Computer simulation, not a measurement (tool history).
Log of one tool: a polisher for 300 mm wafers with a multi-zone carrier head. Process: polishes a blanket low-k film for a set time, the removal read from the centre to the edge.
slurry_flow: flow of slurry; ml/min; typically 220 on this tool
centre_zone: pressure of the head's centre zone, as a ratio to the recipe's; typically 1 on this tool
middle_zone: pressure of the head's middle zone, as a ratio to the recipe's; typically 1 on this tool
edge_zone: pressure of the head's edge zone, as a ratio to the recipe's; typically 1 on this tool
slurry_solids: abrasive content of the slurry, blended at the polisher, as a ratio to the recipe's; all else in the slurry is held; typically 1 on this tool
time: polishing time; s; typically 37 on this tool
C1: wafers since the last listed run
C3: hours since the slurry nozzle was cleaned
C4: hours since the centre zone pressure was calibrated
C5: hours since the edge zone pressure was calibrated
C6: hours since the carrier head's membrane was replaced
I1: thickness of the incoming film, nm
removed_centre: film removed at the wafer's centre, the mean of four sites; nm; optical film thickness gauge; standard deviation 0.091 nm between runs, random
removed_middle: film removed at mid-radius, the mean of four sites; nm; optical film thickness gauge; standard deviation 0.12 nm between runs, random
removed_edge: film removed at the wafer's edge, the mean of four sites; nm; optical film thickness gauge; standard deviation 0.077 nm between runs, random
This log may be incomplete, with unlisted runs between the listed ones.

{"run": 1, "hour": 0.0, "slurry_flow": 220, "centre_zone": 1, "middle_zone": 1, "edge_zone": 1.08, "slurry_solids": 1, "time": 37, "C1": 0, "wafers polished on this pad": 1879, "C3": 104.6, "C4": 573.3, "C5": 87.1, "C6": 353.2, "I1": 602.9, "removed_centre": 9.9, "removed_middle": 9.9, "removed_edge": 10.3}
{"hour": 67.2, "done": "worn pad replaced by a new one"}
{"run": 2, "hour": 83.8, "slurry_flow": 220, "centre_zone": 1, "middle_zone": 1, "edge_zone": 1.08, "slurry_solids": 1, "time": 37, "C1": 1384, "wafers polished on this pad": 287, "C3": 188.4, "C4": 657.1, "C5": 170.9, "C6": 437, "I1": 604.7, "removed_centre": 9.7, "removed_middle": 10, "removed_edge": 10.1}
{"run": 3, "hour": 131.5, "slurry_flow": 220, "centre_zone": 1, "middle_zone": 1, "edge_zone": 1.08, "slurry_solids": 1, "time": 37, "C1": 827, "wafers polished on this pad": 1115, "C3": 236.1, "C4": 704.8, "C5": 218.6, "C6": 484.7, "I1": 588.2, "removed_centre": 9.5, "removed_middle": 9.7, "removed_edge": 10.1}
{"hour": 146.0, "done": "slurry nozzle cleaned"}
{"run": 4, "hour": 170.2, "slurry_flow": 220, "centre_zone": 1, "middle_zone": 1, "edge_zone": 1, "slurry_solids": 1, "time": 37, "C1": 654, "wafers polished on this pad": 1769, "C3": 24.2, "C4": 743.5, "C5": 257.3, "C6": 523.4, "I1": 604.5, "removed_centre": 10.1, "removed_middle": 10.4, "removed_edge": 10.2}
{"run": 5, "hour": 215.4, "slurry_flow": 220, "centre_zone": 1, "middle_zone": 1, "edge_zone": 1, "slurry_solids": 1, "time": 37, "C1": 784, "wafers polished on this pad": 2554, "C3": 69.4, "C4": 788.7, "C5": 302.5, "C6": 568.6, "I1": 603, "removed_centre": 9.8, "removed_middle": 10.1, "removed_edge": 10.1}
{"hour": 270.1, "done": "worn pad replaced by a new one"}
{"run": 6, "hour": 281.9, "slurry_flow": 220, "centre_zone": 1, "middle_zone": 1, "edge_zone": 1, "slurry_solids": 1, "time": 37, "C1": 1084, "wafers polished on this pad": 205, "C3": 135.9, "C4": 855.2, "C5": 369, "C6": 635.1, "I1": 604.7, "removed_centre": 9.7, "removed_middle": 10, "removed_edge": 10}
{"hour": 361.1, "done": "centre zone pressure recalibrated"}
{"run": 7, "hour": 382.6, "slurry_flow": 220, "centre_zone": 1, "middle_zone": 1, "edge_zone": 1, "slurry_solids": 1, "time": 44, "C1": 1712, "wafers polished on this pad": 1917, "C3": 236.6, "C4": 21.5, "C5": 469.7, "C6": 735.8, "I1": 600.2, "removed_centre": 11.5, "removed_middle": 11.8, "removed_edge": 11.8}
{"hour": 395.8, "done": "slurry nozzle cleaned"}
{"hour": 445.5, "done": "worn pad replaced by a new one"}
{"run": 8, "hour": 461.5, "slurry_flow": 220, "centre_zone": 1, "middle_zone": 1, "edge_zone": 1.08, "slurry_solids": 1.3, "time": 37, "C1": 1282, "wafers polished on this pad": 277, "C3": 65.7, "C4": 100.4, "C5": 548.6, "C6": 814.7, "I1": 600.6, "removed_centre": 11.1, "removed_middle": 11.4, "removed_edge": 11.6}
{"run": 9, "hour": 504.3, "slurry_flow": 220, "centre_zone": 0.93, "middle_zone": 0.94, "edge_zone": 1, "slurry_solids": 1, "time": 37, "C1": 742, "wafers polished on this pad": 1020, "C3": 108.5, "C4": 143.2, "C5": 591.4, "C6": 857.5, "I1": 595.6, "removed_centre": 9.2, "removed_middle": 9.5, "removed_edge": 9.8}
{"run": 10, "hour": 602.8, "slurry_flow": 220, "centre_zone": 0.94, "middle_zone": 1, "edge_zone": 1, "slurry_solids": 1, "time": 37, "C1": 1709, "wafers polished on this pad": 2729, "C3": 207, "C4": 241.7, "C5": 689.9, "C6": 956, "I1": 611.1, "removed_centre": 9, "removed_middle": 9.7, "removed_edge": 9.8}
{"hour": 605.4, "done": "edge zone pressure recalibrated"}
{"hour": 625.3, "done": "slurry nozzle cleaned"}
{"hour": 648.7, "done": "worn pad replaced by a new one"}
{"run": 11, "hour": 705.0, "slurry_flow": 220, "centre_zone": 1, "middle_zone": 1, "edge_zone": 1, "slurry_solids": 1, "time": 37, "C1": 1652, "wafers polished on this pad": 976, "C3": 79.7, "C4": 343.9, "C5": 99.6, "C6": 1058.2, "I1": 597.3, "removed_centre": 10, "removed_middle": 10.3, "removed_edge": 9.9}
{"run": 12, "hour": 787.9, "slurry_flow": 220, "centre_zone": 1, "middle_zone": 1, "edge_zone": 1, "slurry_solids": 1, "time": 37, "C1": 1438, "wafers polished on this pad": 2414, "C3": 162.6, "C4": 426.8, "C5": 182.5, "C6": 1141.1, "I1": 592.9, "removed_centre": 9.7, "removed_middle": 10.1, "removed_edge": 9.9}
{"hour": 812.1, "done": "carrier head's membrane replaced by a new one"}
{"hour": 836.1, "done": "slurry nozzle cleaned"}
{"run": 13, "hour": 850.7, "slurry_flow": 220, "centre_zone": 1, "middle_zone": 1, "edge_zone": 0.92, "slurry_solids": 1, "time": 43, "C1": 985, "wafers polished on this pad": 3400, "C3": 14.6, "C4": 489.6, "C5": 245.3, "C6": 38.6, "I1": 587.3, "removed_centre": 11.7, "removed_middle": 12.1, "removed_edge": 11.2}
{"hour": 870.1, "done": "worn pad replaced by a new one"}
{"run": 14, "hour": 945.6, "slurry_flow": 220, "centre_zone": 1, "middle_zone": 0.9, "edge_zone": 0.89, "slurry_solids": 1, "time": 47, "C1": 1577, "wafers polished on this pad": 1310, "C3": 109.5, "C4": 584.5, "C5": 340.2, "C6": 133.5, "I1": 599.6, "removed_centre": 12.4, "removed_middle": 11.7, "removed_edge": 12}
{"run": 15, "hour": 1016.4, "slurry_flow": 220, "centre_zone": 1, "middle_zone": 1, "edge_zone": 1, "slurry_solids": 1, "time": 37, "C1": 1228, "wafers polished on this pad": 2538, "C3": 180.3, "C4": 655.3, "C5": 411, "C6": 204.3, "I1": 591.9, "removed_centre": 9.5, "removed_middle": 10, "removed_edge": 9.8}

List, for all runs, the conditions of the tool that the log does not record:
removal rate lost through wear of the pad, %: 0, the same for each run
deviation of the centre zone's pressure from its setpoint, %: 0, the same for each run
deviation of the edge zone's pressure from its setpoint, %: 0, the same for each run
H1: slurry flow missing at the pad, %
run=1 H1=40.1
run=2 H1=47.4
run=3 H1=49.2
run=4 H1=13.6
run=5 H1=27
run=6 H1=37
run=7 H1=42.5
run=8 H1=26.1
run=9 H1=33.8
run=10 H1=41.5
run=11 H1=27.1
run=12 H1=37.1
run=13 H1=11.9
run=14 H1=36.2
run=15 H1=42.5
